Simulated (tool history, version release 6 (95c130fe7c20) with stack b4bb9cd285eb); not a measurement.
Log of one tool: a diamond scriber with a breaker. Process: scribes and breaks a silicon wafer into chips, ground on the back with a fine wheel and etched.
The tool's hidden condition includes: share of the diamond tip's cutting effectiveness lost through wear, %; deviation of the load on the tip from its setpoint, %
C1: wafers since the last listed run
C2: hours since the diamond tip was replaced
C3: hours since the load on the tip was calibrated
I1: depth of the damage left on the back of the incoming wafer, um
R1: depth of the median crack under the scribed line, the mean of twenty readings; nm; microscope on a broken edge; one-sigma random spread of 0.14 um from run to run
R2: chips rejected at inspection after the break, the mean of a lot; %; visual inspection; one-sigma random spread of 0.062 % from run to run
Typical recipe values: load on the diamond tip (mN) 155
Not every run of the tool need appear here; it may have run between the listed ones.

Run 1, hour 0.0: usual settings; C1 0; C2 33.7; C3 747.4; I1 0.77. Result: R1 12930 nm, R2 0.93 %.
Run 2, hour 29.1: usual settings; C1 135; C2 62.8; C3 776.5; I1 0.44. Result: R1 12660 nm, R2 0.88 %.
Run 3, hour 86.7: usual settings; C1 267; C2 120.4; C3 834.1; I1 0.41. Result: R1 12640 nm, R2 0.92 %.
Run 4, hour 116.0: usual settings; C1 136; C2 149.7; C3 863.4; I1 0.35. Result: R1 12600 nm, R2 0.90 %.
Run 5, hour 141.8: usual settings; C1 120; C2 175.5; C3 889.2; I1 0.36. Result: R1 12630 nm, R2 0.82 %.
Run 6, hour 185.5: usual settings; C1 203; C2 219.2; C3 932.9; I1 0.40. Result: R1 12610 nm, R2 0.99 %.
Run 7, hour 232.5: usual settings; C1 218; C2 266.2; C3 979.9; I1 0.45. Result: R1 12260 nm, R2 0.84 %.
Run 8, hour 297.2: usual settings but load on the diamond tip (mN) 123; C1 300; C2 330.9; C3 1044.6; I1 0.72. Result: R1 11520 nm, R2 2.24 %.
Run 9, hour 340.1: usual settings but load on the diamond tip (mN) 123; C1 199; C2 373.8; C3 1087.5; I1 0.75. Result: R1 11570 nm, R2 2.26 %.
Run 10, hour 383.2: usual settings; C1 200; C2 416.9; C3 1130.6; I1 0.37. Result: R1 12080 nm, R2 0.94 %.
Run 11, hour 530.2: usual settings; C1 683; C2 563.9; C3 1277.6; I1 0.32. Result: R1 12040 nm, R2 1.02 %.
Run 12, hour 561.9: usual settings; C1 147; C2 595.6; C3 1309.3; I1 0.57. Result: R1 12130 nm, R2 1.02 %.
At hour 598.4: diamond tip replaced by a new one.
Run 13, hour 608.3: usual settings; C1 206; C2 9.9; C3 1355.7; I1 0.77. Result: R1 13000 nm, R2 1.06 %.
Run 14, hour 642.9: usual settings; C1 160; C2 44.5; C3 1390.3; I1 0.73. Result: R1 12940 nm, R2 1.03 %.
Run 15, hour 708.5: usual settings but load on the diamond tip (mN) 180; C1 305; C2 110.1; C3 1455.9; I1 0.48. Result: R1 13720 nm, R2 2.09 %.
At hour 722.5: load on the tip recalibrated.
Run 16, hour 773.9: usual settings; C1 294; C2 175.5; C3 51.4; I1 0.43. Result: R1 11980 nm, R2 1.21 %.
Run 17, hour 803.9: usual settings; C1 139; C2 205.5; C3 81.4; I1 0.52. Result: R1 11890 nm, R2 1.21 %.
Run 18, hour 860.9: usual settings but load on the diamond tip (mN) 120; C1 265; C2 262.5; C3 138.4; I1 0.45. Result: R1 10730 nm, R2 3.76 %.
Run 19, hour 917.0: usual settings but load on the diamond tip (mN) 120; C1 260; C2 318.6; C3 194.5; I1 0.39. Result: R1 10820 nm, R2 4.57 %.
Run 20, hour 970.7: usual settings but load on the diamond tip (mN) 125; C1 249; C2 372.3; C3 248.2; I1 0.69. Result: R1 10870 nm, R2 3.78 %.
Run 21, hour 1008.6: usual settings; C1 176; C2 410.2; C3 286.1; I1 0.58. Result: R1 11680 nm, R2 1.52 %.
Run 22, hour 1066.2: usual settings but load on the diamond tip (mN) 123; C1 267; C2 467.8; C3 343.7; I1 0.76. Result: R1 10890 nm, R2 4.82 %.
Run 23, hour 1154.9: usual settings but load on the diamond tip (mN) 174; C1 412; C2 556.5; C3 432.4; I1 0.68. Result: R1 12260 nm, R2 1.03 %.
At hour 1214.4: diamond tip replaced by a new one.
Run 24, hour 1223.9: usual settings but load on the diamond tip (mN) 139; C1 311; C2 9.5; C3 501.4; I1 0.45. Result: R1 12040 nm, R2 1.06 %.
Run 25, hour 1261.3: usual settings; C1 173; C2 46.9; C3 538.8; I1 0.36. Result: R1 12640 nm, R2 0.84 %.
Run 26, hour 1323.4: usual settings but load on the diamond tip (mN) 116; C1 288; C2 109.0; C3 600.9; I1 0.79. Result: R1 11330 nm, R2 2.68 %.
Run 27, hour 1357.1: usual settings but load on the diamond tip (mN) 169; C1 156; C2 142.7; C3 634.6; I1 0.71. Result: R1 12900 nm, R2 1.01 %.
Run 28, hour 1399.8: usual settings; C1 198; C2 185.4; C3 677.3; I1 0.45. Result: R1 12200 nm, R2 0.91 %.
Run 29, hour 1464.5: usual settings; C1 300; C2 250.1; C3 742.0; I1 0.79. Result: R1 12430 nm, R2 0.77 %.
Run 30, hour 1526.9: usual settings; C1 290; C2 312.5; C3 804.4; I1 0.68. Result: R1 12310 nm, R2 0.99 %.
Run 31, hour 1576.6: usual settings but load on the diamond tip (mN) 197; C1 231; C2 362.2; C3 854.1; I1 0.42. Result: R1 13750 nm, R2 1.90 %.
Run 32, hour 1648.0: usual settings but load on the diamond tip (mN) 176; C1 332; C2 433.6; C3 925.5; I1 0.58. Result: R1 12600 nm, R2 0.87 %.
Run 33, hour 1687.7: usual settings but load on the diamond tip (mN) 179; C1 184; C2 473.3; C3 965.2; I1 0.51. Result: R1 12600 nm, R2 1.00 %.
Run 34, hour 1755.1: usual settings but load on the diamond tip (mN) 177; C1 313; C2 540.7; C3 1032.6; I1 0.52. Result: R1 12910 nm, R2 0.86 %.
Run 35, hour 1794.6: usual settings but load on the diamond tip (mN) 138; C1 183; C2 580.2; C3 1072.1; I1 0.63. Result: R1 11440 nm, R2 2.00 %.
At hour 1804.8: diamond tip replaced by a new one.
Run 36, hour 1847.5: usual settings but load on the diamond tip (mN) 172; C1 236; C2 42.7; C3 1125.0; I1 0.40. Result: R1 13080 nm, R2 1.40 %.
Run 37, hour 1891.0: usual settings but load on the diamond tip (mN) 189; C1 202; C2 86.2; C3 1168.5; I1 0.41. Result: R1 13830 nm, R2 2.41 %.
Run 38, hour 1990.7: usual settings; C1 463; C2 185.9; C3 1268.2; I1 0.62. Result: R1 12430 nm, R2 0.86 %.
Run 39, hour 2036.6: usual settings but load on the diamond tip (mN) 199; C1 213; C2 231.8; C3 1314.1; I1 0.55. Result: R1 13620 nm, R2 2.54 %.
Run 40, hour 2089.7: usual settings; C1 246; C2 284.9; C3 1367.2; I1 0.67. Result: R1 12550 nm, R2 0.81 %.
Run 41, hour 2133.9: usual settings but load on the diamond tip (mN) 176; C1 205; C2 329.1; C3 1411.4; I1 0.65. Result: R1 13230 nm, R2 1.21 %.
Run 42, hour 2185.0: usual settings but load on the diamond tip (mN) 195; C1 237; C2 380.2; C3 1462.5; I1 0.36. Result: R1 13650 nm, R2 1.86 %.

What the log doesn't show, run by run:
H1: share of the diamond tip's cutting effectiveness lost through wear, %
H2: deviation of the load on the tip from its setpoint, %
run    H1      H2
  1  1.71    8.28
  2  2.24    8.58
  3  3.27    9.16
  4   3.8    9.46
  5  4.27    9.72
  6  5.06    10.2
  7   5.9    10.6
  8  7.07    11.3
  9  7.84    11.7
 10  8.62    12.2
 11  11.3    13.7
 12  11.8      14
 13  2.23    14.4
 14  2.85    14.8
 15  4.03    15.5
 16  5.21   -1.57
 17  5.75   -1.27
 18  6.78  -0.691
 19  7.79  -0.123
 20  8.76   0.422
 21  9.44   0.806
 22  10.5    1.39
 23  12.1    2.29
 24  0.61    2.99
 25  1.28    3.37
 26   2.4       4
 27  3.01    4.34
 28  3.78    4.77
 29  4.95    5.42
 30  6.07    6.06
 31  6.97    6.56
 32  8.26    7.28
 33  8.97    7.69
 34  10.2    8.37
 35  10.9    8.77
 36  2.58    9.31
 37  3.36    9.75
 38  5.16    10.8
 39  5.99    11.2
 40  6.94    11.8
 41  7.74    12.2
 42  8.66    12.7

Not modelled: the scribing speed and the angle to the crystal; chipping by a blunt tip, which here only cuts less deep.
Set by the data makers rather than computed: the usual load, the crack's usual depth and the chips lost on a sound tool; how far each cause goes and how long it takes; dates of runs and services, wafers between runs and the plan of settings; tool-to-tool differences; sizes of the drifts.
